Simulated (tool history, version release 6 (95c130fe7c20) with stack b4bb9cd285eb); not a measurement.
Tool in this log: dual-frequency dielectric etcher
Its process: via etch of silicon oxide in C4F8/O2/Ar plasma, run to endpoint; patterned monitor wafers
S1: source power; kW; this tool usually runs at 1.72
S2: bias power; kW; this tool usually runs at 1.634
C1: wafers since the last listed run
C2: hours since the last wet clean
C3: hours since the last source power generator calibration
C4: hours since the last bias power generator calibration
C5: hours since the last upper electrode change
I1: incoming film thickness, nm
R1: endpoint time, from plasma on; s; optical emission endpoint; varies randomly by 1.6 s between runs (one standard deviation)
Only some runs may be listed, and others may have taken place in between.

run	day	S1	S2	C1	C2	C3	C4	C5	I1	R1
1	0	1.72	1.634	0	325.1	4594.3	3590.3	2786.2	1153	237.8
2	0.342	1.72	1.335	48	333.3	4602.5	3598.5	2794.4	1142.1	258.7
3	0.812	1.72	1.779	67	344.6	4613.8	3609.8	2805.7	1147.2	225.4
4	1.479	1.72	1.634	95	360.6	4629.8	3625.8	2821.7	1148.4	232.9
5	2.2	1.72	1.634	103	377.9	4647.1	3643.1	2839	1143	235.9
# day 3.571: wet clean of the chamber
6	3.592	1.72	1.634	56	0.5	4680.5	3676.5	2872.4	1136.6	234.8
7	3.608	1.72	1.634	2	0.9	4680.9	3676.9	2872.8	1149.2	234.8
8	3.771	1.55	1.449	23	4.8	4684.8	3680.8	2876.7	1137.8	259.2
# day 3.967: source power generator calibrated
9	4.038	1.72	1.634	14	11.2	1.7	3687.2	2883.1	1133.5	234.5
# day 4.908: bias power generator calibrated
# day 5.192: upper electrode replaced
10	6.012	1.72	1.281	218	58.6	49.1	26.5	19.7	1133.7	256.8
11	6.462	2.07	1.936	64	69.4	59.9	37.3	30.5	1147.6	201.5
12	7.071	1.72	1.634	87	84	74.5	51.9	45.1	1139.1	235
13	7.467	2.1	1.794	56	93.5	84	61.4	54.6	1134.5	202.9
14	8.142	1.48	1.795	96	109.7	100.2	77.6	70.8	1132.2	242
15	8.617	1.72	1.634	68	121.1	111.6	89	82.2	1138.3	234.9

Give the tool's hidden conditions for every run:
etch rate over this chamber's usual, %: 0 across all the runs
source power that arrives over what is set, %: 0 across all the runs
bias power that arrives over what is set, %: 0 across all the runs

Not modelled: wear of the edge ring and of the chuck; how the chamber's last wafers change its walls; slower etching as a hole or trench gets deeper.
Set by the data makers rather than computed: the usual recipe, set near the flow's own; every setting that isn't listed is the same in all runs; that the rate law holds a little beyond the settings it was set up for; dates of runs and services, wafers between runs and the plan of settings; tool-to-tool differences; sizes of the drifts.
